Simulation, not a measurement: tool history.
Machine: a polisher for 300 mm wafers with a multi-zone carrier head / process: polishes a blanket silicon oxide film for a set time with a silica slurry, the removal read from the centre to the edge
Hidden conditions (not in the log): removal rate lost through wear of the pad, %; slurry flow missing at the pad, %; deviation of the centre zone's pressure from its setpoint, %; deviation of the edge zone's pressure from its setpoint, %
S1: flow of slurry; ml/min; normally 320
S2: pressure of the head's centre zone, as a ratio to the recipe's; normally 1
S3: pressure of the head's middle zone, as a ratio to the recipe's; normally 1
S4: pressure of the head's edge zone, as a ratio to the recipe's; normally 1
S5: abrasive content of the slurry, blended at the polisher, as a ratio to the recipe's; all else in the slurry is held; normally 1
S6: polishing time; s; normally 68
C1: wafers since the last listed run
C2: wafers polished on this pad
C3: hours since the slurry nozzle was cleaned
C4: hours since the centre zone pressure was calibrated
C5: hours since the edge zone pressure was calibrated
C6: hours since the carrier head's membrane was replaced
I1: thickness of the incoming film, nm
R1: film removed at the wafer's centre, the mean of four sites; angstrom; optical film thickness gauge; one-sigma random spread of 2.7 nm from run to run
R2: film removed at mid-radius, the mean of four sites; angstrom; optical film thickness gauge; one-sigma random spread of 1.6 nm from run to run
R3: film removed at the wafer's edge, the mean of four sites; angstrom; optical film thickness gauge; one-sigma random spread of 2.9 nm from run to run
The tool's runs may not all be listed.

run,day,S1,S2,S3,S4,S5,S6,C1,C2,C3,C4,C5,C6,I1,R1,R2,R3
1,0,320,1.04,1,1,1,68,0,198,818.7,469.9,841.9,534.7,942.1,2425,2483,2401
2,0.492,320,1,1,1,1,68,68,267,830.5,481.7,853.7,546.5,964.9,2293,2432,2392
3,0.871,320,1,1,1,1,68,53,320,839.6,490.8,862.8,555.6,963.7,2318,2430,2359
4,1.325,320,1,1,1,1,68,63,383,850.5,501.7,873.7,566.5,957.7,2288,2358,2314
5,1.771,320,1,1,1,1,68,62,446,861.2,512.4,884.4,577.2,959.7,2222,2305,2293
6,2.483,320,1,1,1,1,68,99,546,878.3,529.5,901.5,594.3,958.9,2143,2265,2270
7,3.192,320,1,1,1,1,68,99,645,895.3,546.5,918.5,611.3,954.2,2047,2173,2086
# day 3.442: worn pad replaced by a new one
8,3.612,320,1,1,1,1,68,35,23,905.4,556.6,928.6,621.4,944.6,2361,2502,2541
9,3.875,320,0.94,1,1,1,68,36,60,911.7,562.9,934.9,627.7,944.4,2182,2481,2521
10,4.542,320,1,1,1,1,68,93,154,927.7,578.9,950.9,643.7,962.9,2277,2495,2436
11,5.208,320,1,1,1.12,1,68,93,247,943.7,594.9,966.9,659.7,940.5,2254,2465,2555
# day 5.45: centre zone pressure recalibrated
12,5.775,320,0.95,1,1,1.1,68,67,315,957.3,7.8,980.5,673.3,960,2506,2499,2462
# day 6.017: carrier head's membrane replaced by a new one
# day 6.275: edge zone pressure recalibrated
# day 6.442: slurry nozzle cleaned
13,6.458,320,1,1,1,1.15,68,49,364,0.4,24.2,4.4,10.6,947.9,2609,2511,2472
14,6.738,320,1,1,1,1,68,39,403,7.1,30.9,11.1,17.3,956.3,2407,2311,2303
15,7.308,320,1,1,1,0.8,68,80,483,20.8,44.6,24.8,31,951.5,2095,2020,1983
# day 7.812: worn pad replaced by a new one
16,7.854,320,1.11,1,1,1,77,53,5,33.9,57.7,37.9,44.1,958,3239,2778,2817
17,9.608,280,1,1.12,1.06,1.3,68,245,251,76,99.8,80,86.2,962.7,2695,2936,2671
18,9.892,320,1.09,1,1.12,1,87,39,291,82.8,106.6,86.8,93,974.1,3437,3060,3175
19,10.475,320,1.09,1.04,1,1.2,68,81,372,96.8,120.6,100.8,107,954.6,2876,2618,2487

What differs in the tool's unlogged condition from the final listed run ahead of each entry between runs to the first listed run following it?
Between runs 7 and 8: worn pad replaced by a new one (day 3.442)
  removal rate lost through wear of the pad, %: 13.3 -> 0.373; deviation of the centre zone's pressure from its setpoint, %: -12.2 -> -12.4
  measured result minus the result with no hidden state, R1: -646 -> -347 angstrom; R2: -332 -> -7 angstrom; R3: -321 -> -10 angstrom
Between runs 11 and 12: centre zone pressure recalibrated (day 5.45)
  removal rate lost through wear of the pad, %: 2.31 -> 3.77; deviation of the centre zone's pressure from its setpoint, %: -13.1 -> -2.19
  measured result minus the result with no hidden state, R1: -405 -> -157 angstrom; R2: -57 -> -97 angstrom; R3: -60 -> -96 angstrom
Between runs 12 and 13: carrier head's membrane replaced by a new one (day 6.017); edge zone pressure recalibrated (day 6.275); slurry nozzle cleaned (day 6.442)
  removal rate lost through wear of the pad, %: 3.77 -> 6.06; deviation of the centre zone's pressure from its setpoint, %: -2.19 -> -2.51
  measured result minus the result with no hidden state, R1: -157 -> -240 angstrom; R2: -97 -> -162 angstrom; R3: -96 -> -160 angstrom
Between runs 15 and 16: worn pad replaced by a new one (day 7.812)
  removal rate lost through wear of the pad, %: 9.73 -> 1.53; deviation of the centre zone's pressure from its setpoint, %: -2.9 -> -3.15
  measured result minus the result with no hidden state, R1: -295 -> -157 angstrom; R2: -217 -> -43 angstrom; R3: -214 -> -44 angstrom

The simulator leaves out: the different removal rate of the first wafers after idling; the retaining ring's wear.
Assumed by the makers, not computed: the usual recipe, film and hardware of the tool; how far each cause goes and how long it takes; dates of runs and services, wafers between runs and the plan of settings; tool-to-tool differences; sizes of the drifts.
